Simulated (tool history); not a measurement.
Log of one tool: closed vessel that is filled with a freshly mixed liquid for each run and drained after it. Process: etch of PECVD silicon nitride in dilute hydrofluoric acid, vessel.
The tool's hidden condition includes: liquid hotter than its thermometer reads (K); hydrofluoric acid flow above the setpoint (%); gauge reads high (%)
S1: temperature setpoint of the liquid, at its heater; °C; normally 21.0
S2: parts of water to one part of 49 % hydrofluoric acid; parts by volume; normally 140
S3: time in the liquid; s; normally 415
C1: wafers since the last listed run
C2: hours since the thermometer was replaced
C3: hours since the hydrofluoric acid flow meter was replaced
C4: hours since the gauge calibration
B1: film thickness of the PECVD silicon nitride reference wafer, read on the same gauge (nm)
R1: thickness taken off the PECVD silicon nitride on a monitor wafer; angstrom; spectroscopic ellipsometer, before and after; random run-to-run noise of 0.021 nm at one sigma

run	day	S1	S2	S3	C1	C2	C3	C4	B1	R1
1	0.000	21.0	140	415	0	1949.0	1006.0	146.5	110.01	73.9
2	0.700	21.0	140	415	1644	1965.8	1022.8	163.3	109.99	73.2
# day 0.838: gauge calibrated
3	1.358	21.0	140	415	1546	1981.6	1038.6	12.5	109.97	74.0
4	2.808	21.0	140	570	3405	2016.4	1073.4	47.3	109.98	101.9
5	3.417	21.0	140	415	1428	2031.0	1088.0	61.9	110.00	74.2
6	4.242	21.0	140	415	1937	2050.8	1107.8	81.7	109.99	74.2
# day 4.292: hydrofluoric acid flow meter replaced
7	5.042	21.0	140	415	1781	2070.0	18.0	100.9	109.99	66.2
8	6.475	21.0	140	415	3366	2104.4	52.4	135.3	109.99	66.5
9	7.129	21.0	140	415	1536	2120.1	68.1	151.0	109.98	66.8
# day 7.812: gauge calibrated
10	8.562	23.0	140	215	3366	2154.5	102.5	18.0	110.00	39.6
11	9.388	21.0	140	650	1937	2174.3	122.3	37.8	110.00	105.0
# day 9.521: thermometer replaced
12	10.279	21.0	140	415	1996	18.2	143.7	59.2	110.01	67.2
13	10.908	19.5	140	415	1477	33.3	158.8	74.3	110.01	60.9
14	11.912	21.0	110	415	2358	57.4	182.9	98.4	109.98	85.9
15	12.771	21.0	180	295	2015	78.0	203.5	119.0	109.98	37.7

For each entry between runs, how does the tool's hidden state at the last listed run before it compare with that at the first listed run after it?
In the gap between runs 2 and 3: gauge calibrated (day 0.838)
  hydrofluoric acid flow above the setpoint (%): 12.8 -> 13
  the result without the hidden state subtracted from the measured one, R1: +8.1 -> +8.3 angstrom
In the gap between runs 6 and 7: hydrofluoric acid flow meter replaced (day 4.292)
  hydrofluoric acid flow above the setpoint (%): 13.8 -> 1.14
  the result without the hidden state subtracted from the measured one, R1: +8.9 -> +0.7 angstrom
In the gap between runs 9 and 10: gauge calibrated (day 7.812)
  hydrofluoric acid flow above the setpoint (%): 1.76 -> 2.19
  the result without the hidden state subtracted from the measured one, R1: +1.2 -> +0.8 angstrom
In the gap between runs 11 and 12: thermometer replaced (day 9.521)
  hydrofluoric acid flow above the setpoint (%): 2.44 -> 2.7
  the result without the hidden state subtracted from the measured one, R1: +2.4 -> +1.7 angstrom
